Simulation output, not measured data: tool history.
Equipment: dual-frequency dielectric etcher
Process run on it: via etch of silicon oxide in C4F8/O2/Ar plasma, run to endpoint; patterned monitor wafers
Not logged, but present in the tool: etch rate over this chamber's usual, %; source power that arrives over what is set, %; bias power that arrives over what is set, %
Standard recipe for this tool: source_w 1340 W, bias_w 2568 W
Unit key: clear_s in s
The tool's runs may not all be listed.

run	hour	source_w	bias_w	wafers since the last listed run	hours since the last wet clean	hours since the last source power generator calibration	hours since the last bias power generator calibration	hours since the last upper electrode change	incoming incoming film thickness, nm	clear_s
1	0	1340	2568	0	523.2	3699.8	1861.9	5535.2	1061.8	205.8
# hour 53.7: wet clean of the chamber
2	54.2	1340	2697	168	0.5	3754	1916.1	5589.4	1054.9	205.2
3	122.6	1340	2697	381	68.9	3822.4	1984.5	5657.8	1046.8	201.7
4	193.7	1340	2697	396	140	3893.5	2055.6	5728.9	1055.5	205.7
5	283.7	1530	2568	501	230	3983.5	2145.6	5818.9	1050.3	191.7
6	382.4	1530	2568	550	328.7	4082.2	2244.3	5917.6	1052.5	195.2
7	459.1	1530	2568	427	405.4	4158.9	2321	5994.3	1052.9	193
8	547.5	1340	2957	492	493.8	4247.3	2409.4	6082.7	1057.9	200.1
9	592.1	1340	2957	248	538.4	4291.9	2454	6127.3	1051.8	200.2
# hour 617.5: wet clean of the chamber
10	653.4	1340	2957	207	35.9	4353.2	2515.3	6188.6	1053.2	201
11	710	1080	3040	315	92.5	4409.8	2571.9	6245.2	1053.5	221.5
# hour 759.5: bias power generator calibrated
# hour 893.7: upper electrode replaced
12	1011.9	1340	2957	1526	394.4	4711.7	252.4	118.2	1046.8	199.2
# hour 1048.6: source power generator calibrated
13	1117.6	1580	2253	566	500.1	69	358.1	223.9	1059.1	198.1
14	1175.5	1110	2241	322	558	126.9	416	281.8	1051.3	236
# hour 1258.2: wet clean of the chamber
15	1259.8	1340	2568	336	1.6	211.2	500.3	366.1	1059.9	206.7
16	1360.5	1010	2568	561	102.3	311.9	601	466.8	1054.2	238.8
17	1457.1	1160	2098	538	198.9	408.5	697.6	563.4	1054.7	234.5
18	1532.3	1620	2568	419	274.1	483.7	772.8	638.6	1053	188.2
19	1621.2	1150	2974	495	363	572.6	861.7	727.5	1065	218.3
20	1662.9	1070	2568	232	404.7	614.3	903.4	769.2	1055.4	231.1

Branching from run 20: 3 alternative next runs. What would each branch give?
A	1663.4	1340	2568	2	405.2	614.8	903.9	769.7	1063.7	?
B	1663.4	1450	2988	2	405.2	614.8	903.9	769.7	1063.7	?
C	1663.4	1620	2238	2	405.2	614.8	903.9	769.7	1063.7	?

run	clear_s
A	208.3
B	193.1
C	195.3
Had the tool no hidden state, the same runs would have come out as:
run	clear_s
A	208.3
B	193.1
C	195.3

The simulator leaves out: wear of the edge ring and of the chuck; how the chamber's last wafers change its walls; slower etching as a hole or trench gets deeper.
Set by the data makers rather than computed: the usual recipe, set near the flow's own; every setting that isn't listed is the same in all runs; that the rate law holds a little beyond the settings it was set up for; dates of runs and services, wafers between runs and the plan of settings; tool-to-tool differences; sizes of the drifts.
